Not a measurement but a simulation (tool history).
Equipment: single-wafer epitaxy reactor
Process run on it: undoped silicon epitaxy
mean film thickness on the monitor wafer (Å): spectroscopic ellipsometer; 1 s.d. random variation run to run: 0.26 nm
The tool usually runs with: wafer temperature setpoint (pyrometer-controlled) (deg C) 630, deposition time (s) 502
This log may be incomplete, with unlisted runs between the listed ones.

run   hour  wafer temperature setpoint (pyrometer-controlled) (deg C)  deposition time (s)  wafers since the last listed run  hours since the last pyrometer calibration  hours since the gauge calibration  read-back reference wafer on the same gauge, thickness_nm  mean film thickness on the monitor wafer (Å)
  1      0                                                        630                  502                                 0                                       891.5                                794                                                     59.332                                        529.91
  2   16.8                                                        630                  502                                78                                       908.3                              810.8                                                     59.291                                        528.62
  3   37.1                                                        630                  502                                95                                       928.6                              831.1                                                     59.285                                        530.29
      41.4  -- gauge calibrated
  4   66.3                                                        630                  428                               136                                       957.8                               24.9                                                     59.318                                        447.86
  5   80.3                                                        639                  502                                65                                       971.8                               38.9                                                     59.428                                        668.28
  6   98.5                                                        634                  475                                85                                         990                               57.1                                                     59.177                                        552.37
  7  133.7                                                        630                  502                               164                                      1025.2                               92.3                                                     59.232                                        522.85
  8    152                                                        630                  502                                85                                      1043.5                              110.6                                                     59.334                                        525.24
  9  180.1                                                        630                  502                               131                                      1071.6                              138.7                                                     59.301                                        523.06
 10    199                                                        630                  502                                88                                      1090.5                              157.6                                                     59.164                                        526.99
 11  229.6                                                        630                  502                               143                                      1121.1                              188.2                                                     59.263                                        529.58
 12  247.8                                                        630                  502                                85                                      1139.3                              206.4                                                     59.391                                        526.78
 13  320.8                                                        630                  502                               342                                      1212.3                              279.4                                                      59.13                                        525.33
 14  347.5                                                        630                  502                               125                                        1239                              306.1                                                      59.26                                        525.74
 15  380.7                                                        630                  502                               155                                      1272.2                              339.3                                                     59.164                                        525.61
 16  405.5                                                        630                  502                               116                                        1297                              364.1                                                     59.474                                        527.37
 17  419.3                                                        630                  502                                64                                      1310.8                              377.9                                                     59.308                                        527.54
 18  450.1                                                        630                  502                               144                                      1341.6                              408.7                                                     59.343                                         528.2
     464.6  -- pyrometer calibrated
 19  466.3                                                        630                  408                                38                                         1.7                              424.9                                                     59.311                                        429.39
 20  481.9                                                        637                  590                                73                                        17.3                              440.5                                                     59.407                                        737.74
 21  504.4                                                        638                  540                               105                                        39.8                                463                                                     59.302                                        700.23
 22  517.5                                                        630                  402                                61                                        52.9                              476.1                                                     59.288                                        421.46
 23  536.4                                                        637                  502                                88                                        71.8                                495                                                     59.281                                        627.79
 24  567.9                                                        630                  502                               147                                       103.3                              526.5                                                     59.308                                        520.73
 25  585.7                                                        617                  431                                83                                       121.1                              544.3                                                       59.2                                        319.09
 26  621.5                                                        638                  567                               167                                       156.9                              580.1                                                     59.408                                        731.87
 27  649.6                                                        616                  467                               131                                         185                              608.2                                                     59.393                                        336.52
 28  685.5                                                        623                  541                               168                                       220.9                              644.1                                                     59.259                                        473.51

The next listed run, before its measurement:
 29  716.7                                                        630                  502                               146                                       252.1                              675.3                                                          ?                                             ?

read-back reference wafer on the same gauge, thickness_nm: 59.329
mean film thickness on the monitor wafer (Å): 529.13
Minus the tool's unlogged condition, the same run would have read mean film thickness on the monitor wafer (Å) 529.13.
